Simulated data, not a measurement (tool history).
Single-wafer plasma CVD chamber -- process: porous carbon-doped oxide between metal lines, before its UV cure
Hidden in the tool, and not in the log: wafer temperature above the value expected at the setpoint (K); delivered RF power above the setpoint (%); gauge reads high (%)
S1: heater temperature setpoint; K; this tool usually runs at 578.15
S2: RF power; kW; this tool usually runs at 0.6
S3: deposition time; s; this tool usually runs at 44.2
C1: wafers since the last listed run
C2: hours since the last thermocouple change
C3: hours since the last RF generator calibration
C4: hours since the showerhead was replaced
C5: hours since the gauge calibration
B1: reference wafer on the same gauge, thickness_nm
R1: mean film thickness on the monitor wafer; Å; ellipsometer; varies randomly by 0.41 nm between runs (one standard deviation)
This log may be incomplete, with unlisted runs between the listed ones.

{"run": 1, "hour": 0.0, "S1": 578.15, "S2": 0.6, "S3": 44.2, "C1": 0, "C2": 997.9, "C3": 1539.8, "C4": 5456.3, "C5": 19.4, "B1": 323.046, "R1": 2552.75}
{"run": 2, "hour": 16.7, "S1": 578.15, "S2": 0.6, "S3": 44.2, "C1": 244, "C2": 1014.6, "C3": 1556.5, "C4": 5473, "C5": 36.1, "B1": 323.186, "R1": 2554.01}
{"run": 3, "hour": 34.5, "S1": 589.15, "S2": 0.6, "S3": 44.2, "C1": 260, "C2": 1032.4, "C3": 1574.3, "C4": 5490.8, "C5": 53.9, "B1": 322.863, "R1": 2426.61}
{"run": 4, "hour": 47.2, "S1": 589.15, "S2": 0.6, "S3": 44.2, "C1": 186, "C2": 1045.1, "C3": 1587, "C4": 5503.5, "C5": 66.6, "B1": 322.927, "R1": 2421.9}
{"run": 5, "hour": 60.8, "S1": 589.15, "S2": 0.6, "S3": 44.2, "C1": 199, "C2": 1058.7, "C3": 1600.6, "C4": 5517.1, "C5": 80.2, "B1": 323.188, "R1": 2429.07}
{"run": 6, "hour": 74.8, "S1": 578.15, "S2": 0.6, "S3": 44.2, "C1": 205, "C2": 1072.7, "C3": 1614.6, "C4": 5531.1, "C5": 94.2, "B1": 323.066, "R1": 2555.01}
{"run": 7, "hour": 92.7, "S1": 578.15, "S2": 0.6, "S3": 44.2, "C1": 262, "C2": 1090.6, "C3": 1632.5, "C4": 5549, "C5": 112.1, "B1": 323.059, "R1": 2556.15}
{"run": 8, "hour": 108.0, "S1": 578.15, "S2": 0.6, "S3": 44.2, "C1": 224, "C2": 1105.9, "C3": 1647.8, "C4": 5564.3, "C5": 127.4, "B1": 322.971, "R1": 2559.45}
{"run": 9, "hour": 120.9, "S1": 578.15, "S2": 0.6, "S3": 44.2, "C1": 189, "C2": 1118.8, "C3": 1660.7, "C4": 5577.2, "C5": 140.3, "B1": 322.908, "R1": 2554.45}
{"hour": 133.9, "done": "showerhead replaced"}
{"run": 10, "hour": 135.6, "S1": 578.15, "S2": 0.6, "S3": 44.2, "C1": 98, "C2": 1133.5, "C3": 1675.4, "C4": 1.7, "C5": 155, "B1": 323.008, "R1": 2554.55}
{"run": 11, "hour": 151.2, "S1": 578.15, "S2": 0.6, "S3": 44.2, "C1": 228, "C2": 1149.1, "C3": 1691, "C4": 17.3, "C5": 170.6, "B1": 323.179, "R1": 2551.43}
{"hour": 165.1, "done": "thermocouple changed; heater temperature recalibrated"}
{"run": 12, "hour": 166.2, "S1": 585.15, "S2": 0.6, "S3": 44.2, "C1": 102, "C2": 1.1, "C3": 1706, "C4": 32.3, "C5": 185.6, "B1": 323.014, "R1": 2465.31}
{"run": 13, "hour": 173.0, "S1": 578.15, "S2": 0.6, "S3": 44.2, "C1": 99, "C2": 7.9, "C3": 1712.8, "C4": 39.1, "C5": 192.4, "B1": 323.149, "R1": 2555.71}
{"hour": 187.2, "done": "gauge calibrated"}
{"hour": 194.6, "done": "RF generator calibrated"}
{"run": 14, "hour": 195.1, "S1": 592.15, "S2": 0.54, "S3": 40.8, "C1": 206, "C2": 30, "C3": 0.5, "C4": 61.2, "C5": 7.9, "B1": 322.906, "R1": 2166.52}
{"run": 15, "hour": 200.1, "S1": 578.15, "S2": 0.715, "S3": 44.2, "C1": 73, "C2": 35, "C3": 5.5, "C4": 66.2, "C5": 12.9, "B1": 322.916, "R1": 3030.24}
{"run": 16, "hour": 213.8, "S1": 578.15, "S2": 0.6, "S3": 44.2, "C1": 200, "C2": 48.7, "C3": 19.2, "C4": 79.9, "C5": 26.6, "B1": 322.987, "R1": 2676.73}
{"run": 17, "hour": 221.5, "S1": 566.15, "S2": 0.6, "S3": 38.1, "C1": 112, "C2": 56.4, "C3": 26.9, "C4": 87.6, "C5": 34.3, "B1": 322.986, "R1": 2472.89}
{"run": 18, "hour": 229.4, "S1": 578.15, "S2": 0.6, "S3": 44.2, "C1": 115, "C2": 64.3, "C3": 34.8, "C4": 95.5, "C5": 42.2, "B1": 323.032, "R1": 2688.27}
{"run": 19, "hour": 241.2, "S1": 572.15, "S2": 0.515, "S3": 44.2, "C1": 172, "C2": 76.1, "C3": 46.6, "C4": 107.3, "C5": 54, "B1": 323.112, "R1": 2477.93}
{"run": 20, "hour": 256.5, "S1": 587.15, "S2": 0.685, "S3": 48.2, "C1": 224, "C2": 91.4, "C3": 61.9, "C4": 122.6, "C5": 69.3, "B1": 322.959, "R1": 3057.53}

Below are 5 alternative next runs, each starting from the tool's condition after run 20. Predict each:
{"run": "A", "hour": 256.9, "S1": 578.15, "S2": 0.555, "S3": 44.2, "C1": 5, "C2": 91.8, "C3": 62.3, "C4": 123, "C5": 69.7, "B1": "?", "R1": "?"}
{"run": "B", "hour": 256.9, "S1": 578.15, "S2": 0.6, "S3": 52, "C1": 5, "C2": 91.8, "C3": 62.3, "C4": 123, "C5": 69.7, "B1": "?", "R1": "?"}
{"run": "C", "hour": 256.9, "S1": 578.15, "S2": 0.685, "S3": 47.8, "C1": 5, "C2": 91.8, "C3": 62.3, "C4": 123, "C5": 69.7, "B1": "?", "R1": "?"}
{"run": "D", "hour": 256.9, "S1": 578.15, "S2": 0.6, "S3": 41.8, "C1": 5, "C2": 91.8, "C3": 62.3, "C4": 123, "C5": 69.7, "B1": "?", "R1": "?"}
{"run": "E", "hour": 256.9, "S1": 569.15, "S2": 0.635, "S3": 50.6, "C1": 5, "C2": 91.8, "C3": 62.3, "C4": 123, "C5": 69.7, "B1": "?", "R1": "?"}

run=A B1=322.873 R1=2533.39
run=B B1=322.873 R1=3137.52
run=C B1=322.873 R1=3166.97
run=D B1=322.873 R1=2534.17
run=E B1=322.873 R1=3323.72
Without the tool's unlogged condition, the same runs would have read:
run=A R1=2549.89
run=B R1=3157.67
run=C R1=3187
run=D R1=2550.45
run=E R1=3345.07
